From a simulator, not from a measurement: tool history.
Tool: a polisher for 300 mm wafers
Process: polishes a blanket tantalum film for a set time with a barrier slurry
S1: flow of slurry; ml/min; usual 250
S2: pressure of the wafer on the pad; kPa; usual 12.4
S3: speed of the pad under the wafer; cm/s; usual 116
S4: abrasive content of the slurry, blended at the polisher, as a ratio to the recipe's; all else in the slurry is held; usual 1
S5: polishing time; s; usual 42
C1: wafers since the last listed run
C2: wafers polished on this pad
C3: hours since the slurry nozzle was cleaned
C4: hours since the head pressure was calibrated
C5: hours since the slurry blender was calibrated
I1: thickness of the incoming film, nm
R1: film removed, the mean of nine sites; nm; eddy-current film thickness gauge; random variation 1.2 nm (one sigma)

run,hour,S1,S2,S3,S4,S5,C1,C2,C3,C4,C5,I1,R1
1,0,190,12.4,116,1,42,0,3755,39.4,819.9,313.7,256.2,80.6
# hour 20: worn pad replaced by a new one
2,27.3,230,12.4,116,1,51,227,71,66.7,847.2,341,259.6,97
# hour 41.3: slurry blender recalibrated
3,54.6,230,12.4,116,1,51,247,319,94,874.5,13.3,257.9,106
4,87.3,250,12.4,102,1.1,42,319,639,126.7,907.2,46,256.1,79.7
5,130.9,250,12.4,116,1,42,426,1065,170.3,950.8,89.6,254.7,84.1
6,164.6,250,12.4,116,1,42,329,1395,204,984.5,123.3,260.2,85.9
7,204.3,250,12.4,116,1,42,388,1784,243.7,1024.2,163,261.6,86.1
8,271.5,250,10.3,116,1,42,657,2441,310.9,1091.4,230.2,258.1,71.3
9,299.1,250,10.3,116,1,42,270,2711,338.5,1119,257.8,261.7,70.6
# hour 435.9: slurry blender recalibrated
# hour 440.1: worn pad replaced by a new one
10,476.8,250,12.4,102,1,42,1680,359,516.2,1296.7,40.9,255.8,79.9
11,522.9,220,8.3,116,1,42,451,810,562.3,1342.8,87,259,58
12,571,250,12.4,116,1,42,470,1280,610.4,1390.9,135.1,263.1,90.2
13,627.2,250,12.4,116,1,42,549,1830,666.6,1447.1,191.3,255,86.3
# hour 671.8: head pressure recalibrated
14,686.9,250,14.5,92,1.1,46,564,2395,726.3,15.1,251,264.8,82.6
15,739.2,250,8.3,116,1,42,511,2907,778.6,67.4,303.3,262.1,51
# hour 745.6: slurry nozzle cleaned
16,771.2,250,12.4,116,1.15,57,303,3210,25.6,99.4,335.3,259.5,109.5
# hour 838.1: slurry blender recalibrated
# hour 846.3: worn pad replaced by a new one
17,846.8,250,12.4,116,1,42,681,5,101.2,175,8.7,262.6,85.6
18,915.1,250,12.4,116,1,42,668,673,169.5,243.3,77,257.9,81.3
19,944.3,250,12.4,116,1.1,42,285,959,198.7,272.5,106.2,259.5,86.7
20,985.1,250,12.4,116,1,42,399,1358,239.5,313.3,147,257,84.7
21,1016,250,9.7,128,1,42,302,1660,270.4,344.2,177.9,262.5,70.2
22,1075.3,250,12.4,116,1,52,580,2241,329.7,403.5,237.2,265.3,100.4
23,1105.1,250,12.4,116,1.25,42,291,2532,359.5,433.3,267,263.3,85.6
24,1149.5,250,12.4,116,1,42,434,2967,403.9,477.7,311.4,259.1,78.2
# hour 1184.3: worn pad replaced by a new one
25,1204.1,250,12.4,116,1,42,495,193,458.5,532.3,366,262.4,76.9
# hour 1249.4: slurry blender recalibrated
26,1260.8,250,12.4,126,1,49,535,728,515.2,589,11.4,256.6,108.9
27,1298.7,280,15.2,116,0.8,52,370,1099,553.1,626.9,49.3,255.2,118.7
28,1324.9,250,12.4,116,1,42,256,1355,579.3,653.1,75.5,255.1,86.8
29,1378.7,320,13.8,116,0.85,28,526,1882,633.1,706.9,129.3,260.7,59.7

The tool's hidden state at each run:
removal rate lost through wear of the pad, %: 0 in every run
slurry flow missing at the pad, %: 0 in every run
H1: deviation of the head's pressure from its setpoint, %
H2: abrasive missing from the slurry, %
run,H1,H2
1,6.2,16.6
2,6.42,19.1
3,6.65,2.36
4,6.92,2.63
5,7.28,3.44
6,7.56,4.41
7,7.89,5.97
8,8.44,9.57
9,8.67,11.4
10,10.1,5.12
11,10.5,5.93
12,10.9,7.38
13,11.4,9.89
14,-0.418,13.5
15,0.0144,17.4
16,0.279,20.2
17,0.904,0.747
18,1.47,1.55
19,1.71,2.28
20,2.05,3.69
21,2.3,5.06
22,2.79,8.42
23,3.04,10.5
24,3.41,14
25,3.86,19
26,4.33,0.707
27,4.64,1.02
28,4.86,1.47
29,5.3,2.97
